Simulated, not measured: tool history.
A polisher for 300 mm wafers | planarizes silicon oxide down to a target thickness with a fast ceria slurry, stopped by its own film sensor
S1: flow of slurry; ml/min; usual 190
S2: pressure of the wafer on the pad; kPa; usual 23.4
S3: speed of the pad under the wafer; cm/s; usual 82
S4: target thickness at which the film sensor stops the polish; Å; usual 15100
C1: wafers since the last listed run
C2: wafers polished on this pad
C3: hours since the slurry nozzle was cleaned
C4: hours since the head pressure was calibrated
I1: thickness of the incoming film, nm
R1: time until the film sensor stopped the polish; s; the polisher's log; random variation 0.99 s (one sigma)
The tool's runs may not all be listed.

run	day	S1	S2	S3	S4	C1	C2	C3	C4	I1	R1
1	0.000	190	23.4	82	15100	0	192	579.4	1115.1	2648.1	89.8
2	0.329	190	23.4	82	15100	76	268	587.3	1123.0	2663.6	89.8
3	0.858	190	23.4	82	15100	122	390	600.0	1135.7	2627.1	85.1
4	1.154	170	23.4	82	15100	68	459	607.1	1142.8	2641.0	90.8
5	1.883	215	20.7	82	15100	168	628	624.6	1160.3	2690.9	105.2
6	2.354	215	20.7	82	15100	108	736	635.9	1171.6	2706.0	107.4
# day 2.638: head pressure recalibrated
7	3.004	190	23.4	90	15100	131	868	651.5	8.8	2664.0	86.2
8	3.383	190	23.4	82	12260	87	955	660.6	17.9	2633.1	117.4
# day 3.804: worn pad replaced by a new one, of another model than before
9	3.825	190	23.4	82	15100	63	5	671.2	28.5	2622.1	85.5
10	4.312	140	29.0	70	13070	112	117	682.9	40.2	2605.2	103.4

Forecast run 11:
# day 4.596: slurry nozzle cleaned
11	4.617	190	23.4	82	13010	60	178	0.5	47.5	2644.5	?

Run 11 gave R1 104.8 s.
Without the tool's hidden state the same run would have given R1 103.1 s.
